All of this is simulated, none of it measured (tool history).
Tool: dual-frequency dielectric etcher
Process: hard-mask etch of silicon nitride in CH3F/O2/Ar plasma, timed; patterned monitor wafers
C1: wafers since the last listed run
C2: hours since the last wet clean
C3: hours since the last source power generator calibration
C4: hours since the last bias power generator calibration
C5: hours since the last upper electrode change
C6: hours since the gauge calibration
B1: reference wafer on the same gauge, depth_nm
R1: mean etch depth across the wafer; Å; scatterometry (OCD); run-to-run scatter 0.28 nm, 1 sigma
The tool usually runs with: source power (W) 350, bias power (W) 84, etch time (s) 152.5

Run 1, hour 0: usual settings; C1 0; C2 375.7; C3 3156; C4 1590.2; C5 4439.3; C6 986.4; B1 132. Result: R1 1127 Å.
At hour 19.6: wet clean of the chamber.
Run 2, hour 38: usual settings; C1 106; C2 18.4; C3 3194; C4 1628.2; C5 4477.3; C6 1024.4; B1 132. Result: R1 1134 Å.
Run 3, hour 82.4: usual settings; C1 257; C2 62.8; C3 3238.4; C4 1672.6; C5 4521.7; C6 1068.8; B1 132. Result: R1 1133 Å.
Run 4, hour 145.2: usual settings; C1 364; C2 125.6; C3 3301.2; C4 1735.4; C5 4584.5; C6 1131.6; B1 132. Result: R1 1133 Å.
Run 5, hour 193.6: usual settings; C1 281; C2 174; C3 3349.6; C4 1783.8; C5 4632.9; C6 1180; B1 132.1. Result: R1 1130 Å.
Run 6, hour 230.7: usual settings; C1 215; C2 211.1; C3 3386.7; C4 1820.9; C5 4670; C6 1217.1; B1 132. Result: R1 1123 Å.
Run 7, hour 287.4: usual settings; C1 329; C2 267.8; C3 3443.4; C4 1877.6; C5 4726.7; C6 1273.8; B1 132. Result: R1 1124 Å.
Run 8, hour 349.9: usual settings; C1 362; C2 330.3; C3 3505.9; C4 1940.1; C5 4789.2; C6 1336.3; B1 132. Result: R1 1120 Å.
At hour 379.7: gauge calibrated.
Run 9, hour 387.2: usual settings; C1 216; C2 367.6; C3 3543.2; C4 1977.4; C5 4826.5; C6 7.5; B1 132. Result: R1 1119 Å.
At hour 465.4: wet clean of the chamber.
At hour 510.4: bias power generator calibrated.
At hour 515.3: source power generator calibrated.
Run 10, hour 588: usual settings; C1 980; C2 122.6; C3 72.7; C4 77.6; C5 5027.3; C6 208.3; B1 132. Result: R1 1155 Å.
At hour 618: upper electrode replaced.
Run 11, hour 673.6: usual settings; C1 357; C2 208.2; C3 158.3; C4 163.2; C5 55.6; C6 293.9; B1 132. Result: R1 1144 Å.
Run 12, hour 735.8: usual settings but source power (W) 380, bias power (W) 78, etch time (s) 131; C1 361; C2 270.4; C3 220.5; C4 225.4; C5 117.8; C6 356.1; B1 132. Result: R1 976 Å.
Run 13, hour 793.9: usual settings; C1 337; C2 328.5; C3 278.6; C4 283.5; C5 175.9; C6 414.2; B1 132. Result: R1 1132 Å.
Run 14, hour 848.3: usual settings; C1 315; C2 382.9; C3 333; C4 337.9; C5 230.3; C6 468.6; B1 131.9. Result: R1 1131 Å.
At hour 893.1: wet clean of the chamber.
Run 15, hour 912.1: usual settings but source power (W) 390, bias power (W) 103; C1 231; C2 19; C3 396.8; C4 401.7; C5 294.1; C6 532.4; B1 132. Result: R1 1290 Å.
Run 16, hour 958.3: usual settings but bias power (W) 75, etch time (s) 116.5; C1 268; C2 65.2; C3 443; C4 447.9; C5 340.3; C6 578.6; B1 132. Result: R1 838 Å.
Run 17, hour 986.2: usual settings but source power (W) 380; C1 161; C2 93.1; C3 470.9; C4 475.8; C5 368.2; C6 606.5; B1 132. Result: R1 1176 Å.
Run 18, hour 1019.3: usual settings but source power (W) 410, bias power (W) 92, etch time (s) 119.5; C1 192; C2 126.2; C3 504; C4 508.9; C5 401.3; C6 639.6; B1 132.1. Result: R1 975 Å.
Run 19, hour 1085.2: usual settings but source power (W) 310; C1 382; C2 192.1; C3 569.9; C4 574.8; C5 467.2; C6 705.5; B1 132.1. Result: R1 1089 Å.
Run 20, hour 1146: usual settings; C1 353; C2 252.9; C3 630.7; C4 635.6; C5 528; C6 766.3; B1 132. Result: R1 1134 Å.
Run 21, hour 1208.3: usual settings but bias power (W) 78; C1 361; C2 315.2; C3 693; C4 697.9; C5 590.3; C6 828.6; B1 132. Result: R1 1100 Å.

For each entry between runs, how does the tool's hidden state at the last listed run before it compare with that at the first listed run after it?
Run 1 -> run 2: wet clean of the chamber (hour 19.6)
  etch rate over this chamber's usual, %: -1.58 -> -0.383; bias power that arrives over what is set, %: -4.65 -> -4.68
  measured value less the no-hidden-state value, R1: -39 -> -24 Å
Run 8 -> run 9: gauge calibrated (hour 379.7)
  etch rate over this chamber's usual, %: -1.76 -> -1.93; bias power that arrives over what is set, %: -4.84 -> -4.85
  measured value less the no-hidden-state value, R1: -42 -> -44 Å
Run 9 -> run 10: wet clean of the chamber (hour 465.4); bias power generator calibrated (hour 510.4); source power generator calibrated (hour 515.3)
  etch rate over this chamber's usual, %: -1.93 -> -0.409; bias power that arrives over what is set, %: -4.85 -> -0.831
  measured value less the no-hidden-state value, R1: -44 -> -8 Å
Run 10 -> run 11: upper electrode replaced (hour 618)
  etch rate over this chamber's usual, %: -0.409 -> -0.788; bias power that arrives over what is set, %: -0.831 -> -1.41
  measured value less the no-hidden-state value, R1: -8 -> -15 Å
Run 14 -> run 15: wet clean of the chamber (hour 893.1)
  etch rate over this chamber's usual, %: -1.56 -> -0.0305; bias power that arrives over what is set, %: -2.37 -> -2.67
  measured value less the no-hidden-state value, R1: -28 -> -14 Å
